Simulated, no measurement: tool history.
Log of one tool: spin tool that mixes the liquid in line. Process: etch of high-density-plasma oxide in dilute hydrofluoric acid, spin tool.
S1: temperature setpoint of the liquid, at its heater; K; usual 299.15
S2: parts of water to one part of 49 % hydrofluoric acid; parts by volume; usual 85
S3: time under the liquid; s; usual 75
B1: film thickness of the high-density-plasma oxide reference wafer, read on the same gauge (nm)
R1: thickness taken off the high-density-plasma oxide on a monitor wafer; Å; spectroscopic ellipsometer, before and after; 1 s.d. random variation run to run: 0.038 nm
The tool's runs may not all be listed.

run 1 hour=0.0 | S1=299.15 S2=110 S3=75 | B1=140.00 | R1=41.3
run 2 hour=27.2 | S1=299.15 S2=110 S3=75 | B1=139.99 | R1=41.7
run 3 hour=56.7 | S1=299.15 S2=110 S3=75 | B1=140.01 | R1=41.3
-- hour=58.8 gauge calibrated
run 4 hour=81.8 | S1=299.15 S2=70 S3=75 | B1=139.99 | R1=68.8
run 5 hour=100.4 | S1=299.15 S2=70 S3=75 | B1=139.98 | R1=68.4
run 6 hour=135.9 | S1=299.15 S2=70 S3=75 | B1=140.01 | R1=69.3
run 7 hour=152.6 | S1=299.15 S2=85 S3=100 | B1=140.00 | R1=75.3
run 8 hour=187.1 | S1=299.15 S2=85 S3=100 | B1=140.02 | R1=74.7
run 9 hour=275.4 | S1=299.15 S2=85 S3=75 | B1=140.01 | R1=56.3
run 10 hour=301.6 | S1=299.15 S2=85 S3=75 | B1=139.99 | R1=56.9
run 11 hour=316.4 | S1=299.15 S2=65 S3=60 | B1=140.00 | R1=60.1
run 12 hour=345.0 | S1=299.15 S2=65 S3=60 | B1=139.99 | R1=60.7
run 13 hour=367.1 | S1=300.65 S2=75 S3=75 | B1=139.99 | R1=68.5
-- hour=383.3 thermometer replaced
run 14 hour=384.9 | S1=300.65 S2=75 S3=75 | B1=139.97 | R1=69.8
-- hour=429.1 hydrofluoric acid flow meter replaced
run 15 hour=460.5 | S1=299.15 S2=85 S3=75 | B1=140.02 | R1=61.2
run 16 hour=474.0 | S1=296.15 S2=85 S3=75 | B1=140.01 | R1=52.9
run 17 hour=488.5 | S1=297.15 S2=85 S3=75 | B1=139.99 | R1=56.3
run 18 hour=524.3 | S1=299.15 S2=85 S3=105 | B1=140.02 | R1=84.6
run 19 hour=556.9 | S1=303.15 S2=125 S3=75 | B1=139.98 | R1=46.0
run 20 hour=571.5 | S1=303.65 S2=120 S3=60 | B1=140.03 | R1=39.7
-- hour=588.1 hydrofluoric acid flow meter replaced, repeated, since the last time left the tool worse
-- hour=615.7 gauge calibrated
run 21 hour=618.6 | S1=303.15 S2=100 S3=50 | B1=140.02 | R1=34.0

What will run 22 give?
run 22 hour=653.3 | S1=299.15 S2=85 S3=100 | B1=? | R1=?

Logged for run 22: B1 139.99, R1 69.8 Å.
If the tool had no hidden condition, the same run with the same run-to-run variation would have returned R1 69.4 Å.
